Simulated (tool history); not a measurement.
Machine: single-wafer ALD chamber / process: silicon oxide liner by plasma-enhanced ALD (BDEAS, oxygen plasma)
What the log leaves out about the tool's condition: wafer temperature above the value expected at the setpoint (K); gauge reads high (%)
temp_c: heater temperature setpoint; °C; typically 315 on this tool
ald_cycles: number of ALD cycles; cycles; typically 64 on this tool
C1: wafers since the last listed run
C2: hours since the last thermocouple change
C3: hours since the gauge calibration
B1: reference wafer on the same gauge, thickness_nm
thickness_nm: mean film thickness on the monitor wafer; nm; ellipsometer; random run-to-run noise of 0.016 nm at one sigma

{"run": 1, "hour": 0.0, "temp_c": 315, "ald_cycles": 64, "C1": 0, "C2": 932.3, "C3": 533.8, "B1": 5.138, "thickness_nm": 6.221}
{"run": 2, "hour": 53.5, "temp_c": 315, "ald_cycles": 64, "C1": 267, "C2": 985.8, "C3": 587.3, "B1": 5.134, "thickness_nm": 6.18}
{"run": 3, "hour": 112.1, "temp_c": 315, "ald_cycles": 58, "C1": 292, "C2": 1044.4, "C3": 645.9, "B1": 5.123, "thickness_nm": 5.578}
{"run": 4, "hour": 290.1, "temp_c": 318, "ald_cycles": 64, "C1": 889, "C2": 1222.4, "C3": 823.9, "B1": 5.094, "thickness_nm": 6.138}
{"run": 5, "hour": 314.2, "temp_c": 315, "ald_cycles": 64, "C1": 120, "C2": 1246.5, "C3": 848, "B1": 5.092, "thickness_nm": 6.161}
{"run": 6, "hour": 354.8, "temp_c": 315, "ald_cycles": 64, "C1": 202, "C2": 1287.1, "C3": 888.6, "B1": 5.088, "thickness_nm": 6.164}
{"run": 7, "hour": 416.9, "temp_c": 315, "ald_cycles": 64, "C1": 310, "C2": 1349.2, "C3": 950.7, "B1": 5.073, "thickness_nm": 6.108}
{"hour": 433.8, "done": "gauge calibrated"}
{"run": 8, "hour": 461.7, "temp_c": 327, "ald_cycles": 56, "C1": 223, "C2": 1394, "C3": 27.9, "B1": 5.181, "thickness_nm": 5.4}
{"run": 9, "hour": 513.2, "temp_c": 327, "ald_cycles": 56, "C1": 257, "C2": 1445.5, "C3": 79.4, "B1": 5.178, "thickness_nm": 5.391}
{"run": 10, "hour": 575.5, "temp_c": 327, "ald_cycles": 56, "C1": 311, "C2": 1507.8, "C3": 141.7, "B1": 5.179, "thickness_nm": 5.391}
{"run": 11, "hour": 636.4, "temp_c": 315, "ald_cycles": 64, "C1": 304, "C2": 1568.7, "C3": 202.6, "B1": 5.176, "thickness_nm": 6.238}
{"run": 12, "hour": 684.5, "temp_c": 326, "ald_cycles": 61, "C1": 240, "C2": 1616.8, "C3": 250.7, "B1": 5.174, "thickness_nm": 5.848}
{"hour": 698.3, "done": "thermocouple changed; heater temperature recalibrated"}
{"run": 13, "hour": 751.4, "temp_c": 304, "ald_cycles": 56, "C1": 294, "C2": 53.1, "C3": 317.6, "B1": 5.172, "thickness_nm": 5.514}
{"run": 14, "hour": 800.7, "temp_c": 305, "ald_cycles": 68, "C1": 246, "C2": 102.4, "C3": 366.9, "B1": 5.163, "thickness_nm": 6.707}
{"run": 15, "hour": 869.7, "temp_c": 323, "ald_cycles": 52, "C1": 344, "C2": 171.4, "C3": 435.9, "B1": 5.159, "thickness_nm": 5.02}
{"run": 16, "hour": 1018.1, "temp_c": 301, "ald_cycles": 53, "C1": 741, "C2": 319.8, "C3": 584.3, "B1": 5.146, "thickness_nm": 5.225}
{"run": 17, "hour": 1083.9, "temp_c": 315, "ald_cycles": 54, "C1": 328, "C2": 385.6, "C3": 650.1, "B1": 5.139, "thickness_nm": 5.262}
{"run": 18, "hour": 1164.9, "temp_c": 311, "ald_cycles": 64, "C1": 404, "C2": 466.6, "C3": 731.1, "B1": 5.125, "thickness_nm": 6.226}
{"run": 19, "hour": 1230.4, "temp_c": 315, "ald_cycles": 64, "C1": 327, "C2": 532.1, "C3": 796.6, "B1": 5.113, "thickness_nm": 6.166}
{"run": 20, "hour": 1300.4, "temp_c": 315, "ald_cycles": 64, "C1": 349, "C2": 602.1, "C3": 866.6, "B1": 5.099, "thickness_nm": 6.148}

Below are 5 alternative next runs, each starting from the tool's condition after run 20. Predict each:
{"run": "A", "hour": 1300.9, "temp_c": 315, "ald_cycles": 64, "C1": 2, "C2": 602.6, "C3": 867.1, "B1": "?", "thickness_nm": "?"}
{"run": "B", "hour": 1300.9, "temp_c": 302, "ald_cycles": 68, "C1": 2, "C2": 602.6, "C3": 867.1, "B1": "?", "thickness_nm": "?"}
{"run": "C", "hour": 1300.9, "temp_c": 323, "ald_cycles": 73, "C1": 2, "C2": 602.6, "C3": 867.1, "B1": "?", "thickness_nm": "?"}
{"run": "D", "hour": 1300.9, "temp_c": 307, "ald_cycles": 73, "C1": 2, "C2": 602.6, "C3": 867.1, "B1": "?", "thickness_nm": "?"}
{"run": "E", "hour": 1300.9, "temp_c": 321, "ald_cycles": 51, "C1": 2, "C2": 602.6, "C3": 867.1, "B1": "?", "thickness_nm": "?"}

run=A B1=5.102 thickness_nm=6.173
run=B B1=5.102 thickness_nm=6.666
run=C B1=5.102 thickness_nm=6.971
run=D B1=5.102 thickness_nm=7.112
run=E B1=5.102 thickness_nm=4.882
The same runs, with their run-to-run variation unchanged, on a tool lacking any hidden condition would have given:
run=A thickness_nm=6.255
run=B thickness_nm=6.754
run=C thickness_nm=7.063
run=D thickness_nm=7.206
run=E thickness_nm=4.947
